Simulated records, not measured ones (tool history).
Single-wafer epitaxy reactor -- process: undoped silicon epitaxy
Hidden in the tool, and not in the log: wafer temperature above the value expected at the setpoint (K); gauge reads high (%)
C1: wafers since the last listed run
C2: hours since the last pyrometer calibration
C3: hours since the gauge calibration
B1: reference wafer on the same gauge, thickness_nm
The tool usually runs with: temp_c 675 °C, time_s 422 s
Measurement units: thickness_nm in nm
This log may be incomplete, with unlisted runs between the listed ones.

run 1 day=0 | temp_c=675 time_s=450 | C1=0 C2=199 C3=157.9 | B1=121.634 | thickness_nm=133.282
run 2 day=2.721 | temp_c=675 time_s=422 | C1=369 C2=264.3 C3=223.2 | B1=122.169 | thickness_nm=123.944
run 3 day=4.8 | temp_c=675 time_s=422 | C1=282 C2=314.2 C3=273.1 | B1=122.263 | thickness_nm=125.293
run 4 day=6.817 | temp_c=675 time_s=422 | C1=273 C2=362.6 C3=321.5 | B1=122.176 | thickness_nm=125.607
run 5 day=8.7 | temp_c=675 time_s=422 | C1=255 C2=407.8 C3=366.7 | B1=121.727 | thickness_nm=124.545
run 6 day=10.354 | temp_c=675 time_s=422 | C1=224 C2=447.5 C3=406.4 | B1=122.273 | thickness_nm=125.824
run 7 day=13.029 | temp_c=684 time_s=422 | C1=363 C2=511.7 C3=470.6 | B1=121.954 | thickness_nm=147.57
run 8 day=15.625 | temp_c=675 time_s=422 | C1=352 C2=574 C3=532.9 | B1=121.86 | thickness_nm=126.618
run 9 day=16.658 | temp_c=675 time_s=422 | C1=140 C2=598.8 C3=557.7 | B1=122.174 | thickness_nm=125.296
run 10 day=19.012 | temp_c=675 time_s=422 | C1=319 C2=655.3 C3=614.2 | B1=122.065 | thickness_nm=124.435
run 11 day=20.6 | temp_c=675 time_s=422 | C1=215 C2=693.4 C3=652.3 | B1=121.773 | thickness_nm=124.995
run 12 day=22.104 | temp_c=675 time_s=371 | C1=204 C2=729.5 C3=688.4 | B1=122.099 | thickness_nm=110.884
run 13 day=24.958 | temp_c=675 time_s=392 | C1=387 C2=798 C3=756.9 | B1=121.967 | thickness_nm=117.372
run 14 day=26.271 | temp_c=675 time_s=392 | C1=178 C2=829.5 C3=788.4 | B1=121.819 | thickness_nm=117.472
-- day=27.379 gauge calibrated
run 15 day=27.908 | temp_c=675 time_s=470 | C1=222 C2=868.8 C3=12.7 | B1=122.172 | thickness_nm=141.128
run 16 day=30.188 | temp_c=675 time_s=422 | C1=309 C2=923.5 C3=67.4 | B1=121.935 | thickness_nm=127.154
-- day=31.95 pyrometer calibrated
run 17 day=32.333 | temp_c=662 time_s=488 | C1=246 C2=9.2 C3=118.9 | B1=122.042 | thickness_nm=110.499
run 18 day=34.067 | temp_c=675 time_s=474 | C1=235 C2=50.8 C3=160.5 | B1=121.817 | thickness_nm=137.805
run 19 day=36.042 | temp_c=675 time_s=398 | C1=268 C2=98.2 C3=207.9 | B1=122.189 | thickness_nm=115.5
run 20 day=37.329 | temp_c=662 time_s=452 | C1=174 C2=129.1 C3=238.8 | B1=121.872 | thickness_nm=104.38
run 21 day=38.429 | temp_c=675 time_s=422 | C1=149 C2=155.5 C3=265.2 | B1=122.081 | thickness_nm=123.456
run 22 day=41.246 | temp_c=675 time_s=422 | C1=382 C2=223.1 C3=332.8 | B1=121.935 | thickness_nm=123.854
run 23 day=42.588 | temp_c=665 time_s=472 | C1=182 C2=255.3 C3=365 | B1=122.218 | thickness_nm=114.701
run 24 day=45.529 | temp_c=675 time_s=422 | C1=399 C2=325.9 C3=435.6 | B1=122.114 | thickness_nm=124.449
run 25 day=46.579 | temp_c=675 time_s=422 | C1=142 C2=351.1 C3=460.8 | B1=122.258 | thickness_nm=123.568
run 26 day=49.158 | temp_c=688 time_s=502 | C1=350 C2=413 C3=522.7 | B1=122.045 | thickness_nm=185.87
run 27 day=51.717 | temp_c=685 time_s=356 | C1=347 C2=474.4 C3=584.1 | B1=121.888 | thickness_nm=125.406
run 28 day=52.796 | temp_c=661 time_s=365 | C1=146 C2=500.3 C3=610 | B1=122.43 | thickness_nm=82.702
run 29 day=55.542 | temp_c=685 time_s=358 | C1=372 C2=566.2 C3=675.9 | B1=122.08 | thickness_nm=127.387
run 30 day=57.079 | temp_c=675 time_s=422 | C1=208 C2=603.1 C3=712.8 | B1=121.619 | thickness_nm=126.471

Branching from run 30: 5 alternative next runs. What would each branch give?
run A day=57.1 | temp_c=675 time_s=422 | C1=2 C2=603.6 C3=713.3 | B1=? | thickness_nm=?
run B day=57.1 | temp_c=675 time_s=394 | C1=2 C2=603.6 C3=713.3 | B1=? | thickness_nm=?
run C day=57.1 | temp_c=675 time_s=490 | C1=2 C2=603.6 C3=713.3 | B1=? | thickness_nm=?
run D day=57.1 | temp_c=684 time_s=367 | C1=2 C2=603.6 C3=713.3 | B1=? | thickness_nm=?
run E day=57.1 | temp_c=675 time_s=387 | C1=2 C2=603.6 C3=713.3 | B1=? | thickness_nm=?

run=A B1=121.984 thickness_nm=124.375
run=B B1=121.984 thickness_nm=116.122
run=C B1=121.984 thickness_nm=144.416
run=D B1=121.984 thickness_nm=127.399
run=E B1=121.984 thickness_nm=114.059
Without the tool's unlogged condition, the same runs would have read:
run=A thickness_nm=122.485
run=B thickness_nm=114.358
run=C thickness_nm=142.222
run=D thickness_nm=125.495
run=E thickness_nm=112.326
